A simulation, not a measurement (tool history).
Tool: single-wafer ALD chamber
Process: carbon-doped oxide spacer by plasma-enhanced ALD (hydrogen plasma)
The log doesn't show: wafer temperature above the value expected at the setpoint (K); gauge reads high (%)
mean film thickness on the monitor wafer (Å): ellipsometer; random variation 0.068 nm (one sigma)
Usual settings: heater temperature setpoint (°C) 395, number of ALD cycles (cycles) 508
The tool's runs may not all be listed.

| run | hour | heater temperature setpoint (°C) | number of ALD cycles (cycles) | wafers since the last listed run | hours since the last thermocouple change | hours since the gauge calibration | read-back reference wafer on the same gauge, thickness_nm | mean film thickness on the monitor wafer (Å) |
|---|---|---|---|---|---|---|---|---|
| 1 | 0 | 403 | 508 | 0 | 1437.1 | 269.9 | 28.813 | 266.54 |
| 2 | 17.4 | 403 | 508 | 14 | 1454.5 | 287.3 | 28.819 | 269.17 |
| 3 | 42.4 | 403 | 508 | 20 | 1479.5 | 312.3 | 28.803 | 267.65 |
| 4 | 54.6 | 400 | 508 | 9 | 1491.7 | 324.5 | 28.778 | 270.29 |
| 5 | 68.8 | 400 | 508 | 11 | 1505.9 | 338.7 | 28.751 | 269.69 |
| 6 | 96.6 | 400 | 508 | 22 | 1533.7 | 366.5 | 28.728 | 268.53 |
| 7 | 116 | 395 | 508 | 15 | 1553.1 | 385.9 | 28.696 | 268.27 |
| 8 | 132.9 | 395 | 508 | 13 | 1570 | 402.8 | 28.702 | 269.58 |
| 9 | 165.5 | 384 | 508 | 26 | 1602.6 | 435.4 | 28.66 | 268.46 |
| 10 | 197.4 | 384 | 508 | 26 | 1634.5 | 467.3 | 28.611 | 268.1 |
|  | 197.9 | gauge calibrated |
| 11 | 219.1 | 384 | 508 | 17 | 1656.2 | 21.2 | 29.17 | 273.9 |
| 12 | 236.8 | 395 | 508 | 14 | 1673.9 | 38.9 | 29.174 | 272.18 |
| 13 | 257.5 | 395 | 508 | 16 | 1694.6 | 59.6 | 29.128 | 272.71 |
| 14 | 286.5 | 395 | 508 | 23 | 1723.6 | 88.6 | 29.1 | 271.16 |
| 15 | 299.5 | 395 | 473 | 10 | 1736.6 | 101.6 | 29.107 | 253.45 |
| 16 | 329.6 | 395 | 473 | 24 | 1766.7 | 131.7 | 29.051 | 253.26 |
| 17 | 342.2 | 395 | 473 | 10 | 1779.3 | 144.3 | 29.051 | 252.89 |
| 18 | 449.7 | 395 | 529 | 87 | 1886.8 | 251.8 | 28.933 | 283.1 |
| 19 | 476.1 | 395 | 508 | 21 | 1913.2 | 278.2 | 28.865 | 270.21 |
| 20 | 502.2 | 395 | 508 | 21 | 1939.3 | 304.3 | 28.852 | 268.81 |
| 21 | 534.2 | 383 | 592 | 26 | 1971.3 | 336.3 | 28.836 | 313.51 |
| 22 | 570.2 | 381 | 568 | 29 | 2007.3 | 372.3 | 28.778 | 300.96 |
| 23 | 602.2 | 387 | 481 | 26 | 2039.3 | 404.3 | 28.771 | 253.98 |
| 24 | 615.6 | 389 | 578 | 10 | 2052.7 | 417.7 | 28.718 | 305.72 |
| 25 | 643.2 | 385 | 508 | 22 | 2080.3 | 445.3 | 28.71 | 267.81 |
| 26 | 663 | 405 | 468 | 16 | 2100.1 | 465.1 | 28.679 | 244.15 |
|  | 676.9 | gauge calibrated |
|  | 696.1 | thermocouple changed; heater temperature recalibrated |
| 27 | 696.6 | 395 | 508 | 20 | 0.5 | 19.7 | 29.176 | 272.91 |
| 28 | 703.4 | 395 | 508 | 5 | 7.3 | 26.5 | 29.155 | 272.71 |
| 29 | 719.7 | 407 | 508 | 13 | 23.6 | 42.8 | 29.153 | 266.72 |
| 30 | 775.5 | 400 | 450 | 45 | 79.4 | 98.6 | 29.085 | 241.2 |
| 31 | 806.2 | 384 | 508 | 25 | 110.1 | 129.3 | 29.042 | 272.72 |
| 32 | 824 | 395 | 436 | 14 | 127.9 | 147.1 | 29.024 | 234.36 |
| 33 | 843.3 | 395 | 508 | 15 | 147.2 | 166.4 | 29.018 | 270.09 |
| 34 | 855.5 | 399 | 449 | 9 | 159.4 | 178.6 | 28.972 | 240.26 |
| 35 | 868.1 | 409 | 534 | 10 | 172 | 191.2 | 28.955 | 278.67 |
| 36 | 880.6 | 395 | 451 | 10 | 184.5 | 203.7 | 28.952 | 241.65 |
| 37 | 900.5 | 395 | 411 | 16 | 204.4 | 223.6 | 28.913 | 218.81 |

Forecast each of these 4 alternatives for the next run:
| A | 901.7 | 395 | 508 | 0 | 205.6 | 224.8 | ? | ? |
| B | 901.7 | 381 | 508 | 0 | 205.6 | 224.8 | ? | ? |
| C | 901.7 | 391 | 545 | 0 | 205.6 | 224.8 | ? | ? |
| D | 901.7 | 383 | 440 | 0 | 205.6 | 224.8 | ? | ? |

| run | read-back reference wafer on the same gauge, thickness_nm | mean film thickness on the monitor wafer (Å) |
|---|---|---|
| A | 28.935 | 270.59 |
| B | 28.935 | 270.59 |
| C | 28.935 | 290.3 |
| D | 28.935 | 234.37 |
Without the tool's hidden state the same runs would have given:
| run | mean film thickness on the monitor wafer (Å) |
|---|---|
| A | 273.09 |
| B | 273.09 |
| C | 292.98 |
| D | 236.53 |
